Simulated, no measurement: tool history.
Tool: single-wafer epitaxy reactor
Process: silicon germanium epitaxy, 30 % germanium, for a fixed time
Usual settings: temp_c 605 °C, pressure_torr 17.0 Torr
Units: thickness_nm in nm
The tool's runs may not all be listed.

run	hour	temp_c	pressure_torr	read-back reference wafer on the same gauge, thickness_nm	thickness_nm
1	0.0	600	17.0	46.982	50.488
2	68.6	600	17.0	46.829	49.468
3	97.3	600	17.0	46.842	49.831
4	142.3	605	17.0	46.796	54.142
5	213.4	605	17.0	46.602	54.162
6	240.6	610	14.0	46.612	54.736
7	264.8	605	17.0	46.521	53.628
8	293.7	605	17.0	46.484	54.252
9	321.2	605	17.0	46.414	53.870
10	374.8	605	17.0	46.407	53.219
11	407.9	610	17.0	46.364	57.573
12	457.8	610	17.0	46.170	57.748
13	486.0	610	17.0	46.210	57.484
# hour 514.1: pyrometer calibrated
14	528.2	605	17.0	46.103	53.475
# hour 558.6: capacitance manometer re-zeroed and calibrated
15	740.7	605	17.0	45.793	53.078
16	804.8	596	14.7	45.585	43.552
17	846.5	619	19.4	45.440	68.613
18	910.5	595	17.0	45.299	44.891
19	945.7	609	14.7	45.168	53.021
20	980.7	600	20.3	45.265	51.564
# hour 1002.5: gauge calibrated
# hour 1030.2: showerhead replaced
21	1030.7	611	20.8	47.667	65.286
22	1076.5	605	17.0	47.621	55.163
23	1142.6	609	17.0	47.738	58.953
24	1189.2	616	17.0	47.783	65.426
25	1244.8	605	17.0	47.679	55.137
26	1277.8	617	18.5	47.576	69.010
27	1307.8	605	17.0	47.544	54.944
28	1342.6	605	15.5	47.642	53.817
29	1410.4	605	19.7	47.617	58.272
30	1587.7	605	17.0	47.676	54.692
31	1641.4	612	18.2	47.444	62.484
32	1672.6	605	17.0	47.490	54.815
33	1812.0	605	14.0	47.349	51.178
34	1842.5	605	13.3	47.415	50.407

Measured less the same run without the tool's hidden state. The same run-to-run variation is in both; the gauge's scatter may not be:
The hidden state here: wafer temperature above the value expected at the setpoint (K); true pressure above the setpoint (%); gauge reads high (%).
run	thickness_nm
1	-0.822
2	-0.906
3	-0.956
4	-1.115
5	-1.241
6	-1.304
7	-1.322
8	-1.393
9	-1.435
10	-1.520
11	-1.716
12	-1.831
13	-1.886
14	-1.844
15	-2.312
16	-2.026
17	-3.327
18	-2.315
19	-2.828
20	-2.841
21	-0.008
22	-0.009
23	-0.018
24	-0.029
25	-0.037
26	-0.057
27	-0.054
28	-0.063
29	-0.096
30	-0.179
31	-0.243
32	-0.234
33	-0.316
34	-0.334
